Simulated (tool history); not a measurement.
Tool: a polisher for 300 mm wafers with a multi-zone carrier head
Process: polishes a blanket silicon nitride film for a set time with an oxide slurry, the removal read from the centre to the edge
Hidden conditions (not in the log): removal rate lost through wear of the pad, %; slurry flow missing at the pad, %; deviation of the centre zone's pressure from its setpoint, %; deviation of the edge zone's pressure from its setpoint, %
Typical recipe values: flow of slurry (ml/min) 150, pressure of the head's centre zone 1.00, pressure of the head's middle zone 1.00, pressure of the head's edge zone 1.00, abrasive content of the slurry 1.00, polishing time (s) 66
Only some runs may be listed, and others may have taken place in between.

run,hour,flow of slurry (ml/min),pressure of the head's centre zone,pressure of the head's middle zone,pressure of the head's edge zone,abrasive content of the slurry,polishing time (s),wafers since the last listed run,wafers polished on this pad,hours since the slurry nozzle was cleaned,hours since the centre zone pressure was calibrated,hours since the edge zone pressure was calibrated,hours since the carrier head's membrane was replaced,"incoming thickness of the incoming film, nm",film removed at the wafer's centre (angstrom),film removed at mid-radius (angstrom),film removed at the wafer's edge (angstrom)
1,0.0,150,0.94,1.00,1.00,1.00,66,0,561,480.2,191.2,457.1,1280.0,319.8,339,365,366
2,178.9,150,1.00,1.00,1.00,1.00,66,1299,1860,659.1,370.1,636.0,1458.9,317.7,362,366,384
# hour 265.5: slurry nozzle cleaned
3,272.6,150,1.00,1.00,1.00,1.00,66,673,2534,7.1,463.8,729.7,1552.6,324.8,385,390,388
# hour 277.6: worn pad replaced by a new one
# hour 288.4: edge zone pressure recalibrated
4,344.0,150,1.00,1.00,1.00,1.00,66,475,468,78.5,535.2,55.6,1624.0,317.8,374,373,382
# hour 356.9: centre zone pressure recalibrated
5,408.7,150,1.00,1.00,1.00,1.00,66,455,923,143.2,51.8,120.3,1688.7,318.4,374,372,379
6,508.7,150,1.00,1.00,1.00,1.00,66,726,1650,243.2,151.8,220.3,1788.7,316.3,369,372,379
7,591.0,150,1.00,1.00,1.00,1.00,66,597,2248,325.5,234.1,302.6,1871.0,320.3,357,364,375
8,636.8,150,1.00,1.04,1.04,1.20,66,332,2580,371.3,279.9,348.4,1916.8,318.7,402,426,431
# hour 663.7: worn pad replaced by a new one
9,696.3,110,1.10,1.00,1.00,1.00,74,403,236,430.8,339.4,407.9,1976.3,320.5,393,368,390
# hour 775.3: carrier head's membrane replaced by a new one
10,782.4,195,1.00,1.00,1.00,1.00,66,589,825,516.9,425.5,494.0,7.1,321.9,376,391,399
# hour 826.0: centre zone pressure recalibrated
11,871.8,180,1.00,1.00,1.00,1.10,72,634,1460,606.3,45.8,583.4,96.5,319.7,439,440,449
12,951.6,150,1.00,1.00,0.97,1.00,56,579,2040,686.1,125.6,663.2,176.3,319.7,301,309,309
# hour 1017.2: worn pad replaced by a new one
13,1024.6,150,1.00,1.00,1.00,1.10,66,501,53,759.1,198.6,736.2,249.3,321.5,375,386,403
# hour 1060.0: slurry nozzle cleaned
14,1110.6,150,1.00,1.00,1.00,1.00,66,617,670,50.6,284.6,822.2,335.3,318.4,374,379,381
# hour 1128.4: edge zone pressure recalibrated
15,1250.2,150,1.00,1.00,1.00,0.80,66,999,1670,190.2,424.2,121.8,474.9,325.5,304,305,321
16,1316.7,150,1.00,1.00,1.00,1.00,66,483,2153,256.7,490.7,188.3,541.4,323.2,371,371,382
# hour 1326.9: centre zone pressure recalibrated
17,1357.1,125,0.90,1.00,1.00,1.15,57,278,2432,297.1,30.2,228.7,581.8,321.2,293,334,348
18,1393.7,165,1.00,0.94,0.94,0.85,66,265,2698,333.7,66.8,265.3,618.4,321.7,330,318,326
# hour 1403.7: worn pad replaced by a new one
19,1476.4,150,1.10,1.00,1.05,0.80,75,571,528,416.4,149.5,348.0,701.1,321.5,372,347,368
20,1581.7,150,1.00,1.00,1.00,1.00,66,765,1293,521.7,254.8,453.3,806.4,322.8,364,364,378

5 options for the next run, each taken on its own from the tool as it stands now. Forecast them:
A,1582.1,150,1.00,1.00,1.00,1.00,66,2,1296,522.1,255.2,453.7,806.8,323.7,?,?,?
B,1582.1,130,1.00,1.00,1.00,0.85,66,2,1296,522.1,255.2,453.7,806.8,323.7,?,?,?
C,1582.1,150,1.00,1.05,0.92,1.00,66,2,1296,522.1,255.2,453.7,806.8,323.7,?,?,?
D,1582.1,150,1.00,0.91,0.89,1.00,66,2,1296,522.1,255.2,453.7,806.8,323.7,?,?,?
E,1582.1,125,1.00,1.00,1.00,1.00,66,2,1296,522.1,255.2,453.7,806.8,323.7,?,?,?

run,film removed at the wafer's centre (angstrom),film removed at mid-radius (angstrom),film removed at the wafer's edge (angstrom)
A,364,361,381
B,304,303,324
C,364,376,370
D,364,333,366
E,342,342,367
With no hidden state in the tool, these same runs would have given:
run,film removed at the wafer's centre (angstrom),film removed at mid-radius (angstrom),film removed at the wafer's edge (angstrom)
A,387,381,396
B,326,322,338
C,388,397,384
D,387,352,381
E,369,365,384
